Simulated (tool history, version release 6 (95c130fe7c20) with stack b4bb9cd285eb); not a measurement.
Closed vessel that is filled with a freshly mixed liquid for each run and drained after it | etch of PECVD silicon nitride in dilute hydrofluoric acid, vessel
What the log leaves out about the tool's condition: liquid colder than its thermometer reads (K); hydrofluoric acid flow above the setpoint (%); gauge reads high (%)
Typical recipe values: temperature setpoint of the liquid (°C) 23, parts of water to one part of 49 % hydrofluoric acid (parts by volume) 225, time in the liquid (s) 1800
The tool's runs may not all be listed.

| run | day | temperature setpoint of the liquid (°C) | parts of water to one part of 49 % hydrofluoric acid (parts by volume) | time in the liquid (s) | wafers since the last listed run | hours since the thermometer was replaced | hours since the hydrofluoric acid flow meter was replaced | hours since the gauge calibration | read-back film thickness of the PECVD silicon nitride reference wafer, read on the same gauge (nm) | thickness taken off the PECVD silicon nitride on a monitor wafer (nm) |
|---|---|---|---|---|---|---|---|---|---|---|
| 1 | 0 | 25.5 | 140 | 1800 | 0 | 1261.4 | 1246.5 | 2123.7 | 111.99 | 23.19 |
| 2 | 2.004 | 25.5 | 140 | 1800 | 2558 | 1309.5 | 1294.6 | 2171.8 | 112.08 | 22.97 |
| 3 | 4.6 | 23 | 225 | 1800 | 3313 | 1371.8 | 1356.9 | 2234.1 | 112.22 | 12.31 |
| 4 | 8.775 | 23 | 225 | 1800 | 5329 | 1472 | 1457.1 | 2334.3 | 112.36 | 12.31 |
| 5 | 10.696 | 23 | 225 | 1800 | 2452 | 1518.1 | 1503.2 | 2380.4 | 112.42 | 12.32 |
| 6 | 13.05 | 23 | 195 | 1030 | 3005 | 1574.6 | 1559.7 | 2436.9 | 112.54 | 8.13 |
|  | 16.329 | gauge calibrated |
| 7 | 17.038 | 23 | 225 | 1800 | 5090 | 1670.3 | 1655.4 | 17 | 110.18 | 12.03 |
| 8 | 28.204 | 23 | 225 | 1800 | 14255 | 1938.3 | 1923.4 | 285 | 110.21 | 11.99 |
| 9 | 30.838 | 23 | 225 | 1800 | 3361 | 2001.5 | 1986.6 | 348.2 | 110.23 | 12.08 |
| 10 | 32.971 | 19 | 145 | 2835 | 2723 | 2052.7 | 2037.8 | 399.4 | 110.29 | 22.4 |
| 11 | 34.521 | 19.5 | 225 | 1800 | 1978 | 2089.9 | 2075 | 436.6 | 110.25 | 9.64 |
| 12 | 36.675 | 26.5 | 225 | 1800 | 2750 | 2141.6 | 2126.7 | 488.3 | 110.29 | 14.86 |
| 13 | 39.083 | 23 | 225 | 2450 | 3074 | 2199.4 | 2184.5 | 546.1 | 110.32 | 16.3 |
| 14 | 43.288 | 23 | 225 | 1800 | 5367 | 2300.3 | 2285.4 | 647 | 110.39 | 12.1 |
| 15 | 45.817 | 26 | 225 | 725 | 3228 | 2361 | 2346.1 | 707.7 | 110.37 | 5.82 |
| 16 | 49.508 | 19 | 280 | 1800 | 4712 | 2449.6 | 2434.7 | 796.3 | 110.43 | 7.56 |
|  | 51.358 | hydrofluoric acid flow meter replaced |
| 17 | 52.296 | 21 | 155 | 2120 | 3505 | 2516.5 | 22.5 | 863.2 | 110.46 | 17.85 |
|  | 56.142 | thermometer replaced |
| 18 | 56.421 | 21.5 | 325 | 1800 | 5212 | 6.7 | 121.5 | 962.2 | 110.56 | 7.64 |
| 19 | 59.212 | 21.5 | 155 | 1180 | 3563 | 73.7 | 188.5 | 1029.2 | 110.64 | 10.33 |
| 20 | 62.675 | 23 | 120 | 1800 | 4420 | 156.8 | 271.6 | 1112.3 | 110.68 | 22.53 |
| 21 | 65.862 | 27.5 | 225 | 1800 | 4069 | 233.3 | 348.1 | 1188.8 | 110.72 | 15.99 |
| 22 | 70.008 | 23 | 225 | 1075 | 5292 | 332.8 | 447.6 | 1288.3 | 110.83 | 7.24 |
| 23 | 72.812 | 19 | 320 | 1525 | 3579 | 400.1 | 514.9 | 1355.6 | 110.94 | 5.64 |
| 24 | 74.762 | 23 | 225 | 1800 | 2489 | 446.9 | 561.7 | 1402.4 | 110.97 | 12.14 |
| 25 | 79.179 | 23 | 170 | 2160 | 5638 | 552.9 | 667.7 | 1508.4 | 111.1 | 19.2 |
| 26 | 82.642 | 27 | 275 | 1800 | 4420 | 636 | 750.8 | 1591.5 | 111.19 | 12.69 |
| 27 | 85.342 | 19 | 225 | 2810 | 3446 | 700.8 | 815.6 | 1656.3 | 111.25 | 14.58 |
| 28 | 88.958 | 23 | 225 | 1800 | 4617 | 787.6 | 902.4 | 1743.1 | 111.4 | 12.18 |
| 29 | 97.1 | 18 | 260 | 800 | 10393 | 983 | 1097.8 | 1938.5 | 111.68 | 3.44 |
| 30 | 98.958 | 23 | 225 | 1800 | 2372 | 1027.6 | 1142.4 | 1983.1 | 111.71 | 12.19 |
| 31 | 101.204 | 23 | 225 | 1800 | 2867 | 1081.5 | 1196.3 | 2037 | 111.85 | 12.19 |

5 ways to go on from here, each from the tool as it stands after run 31. What would each give?
| A | 101.254 | 23 | 225 | 2630 | 63 | 1082.7 | 1197.5 | 2038.2 | ? | ? |
| B | 101.254 | 21 | 225 | 1800 | 63 | 1082.7 | 1197.5 | 2038.2 | ? | ? |
| C | 101.254 | 28 | 175 | 755 | 63 | 1082.7 | 1197.5 | 2038.2 | ? | ? |
| D | 101.254 | 26.5 | 140 | 2610 | 63 | 1082.7 | 1197.5 | 2038.2 | ? | ? |
| E | 101.254 | 23 | 260 | 1800 | 63 | 1082.7 | 1197.5 | 2038.2 | ? | ? |

| run | read-back film thickness of the PECVD silicon nitride reference wafer, read on the same gauge (nm) | thickness taken off the PECVD silicon nitride on a monitor wafer (nm) |
|---|---|---|
| A | 111.81 | 17.78 |
| B | 111.81 | 10.71 |
| C | 111.81 | 8.96 |
| D | 111.81 | 35.27 |
| E | 111.81 | 10.55 |
Stripped of hidden state, with their random variation kept, the same runs would have yielded:
| run | thickness taken off the PECVD silicon nitride on a monitor wafer (nm) |
|---|---|
| A | 17.49 |
| B | 10.53 |
| C | 8.81 |
| D | 34.7 |
| E | 10.38 |
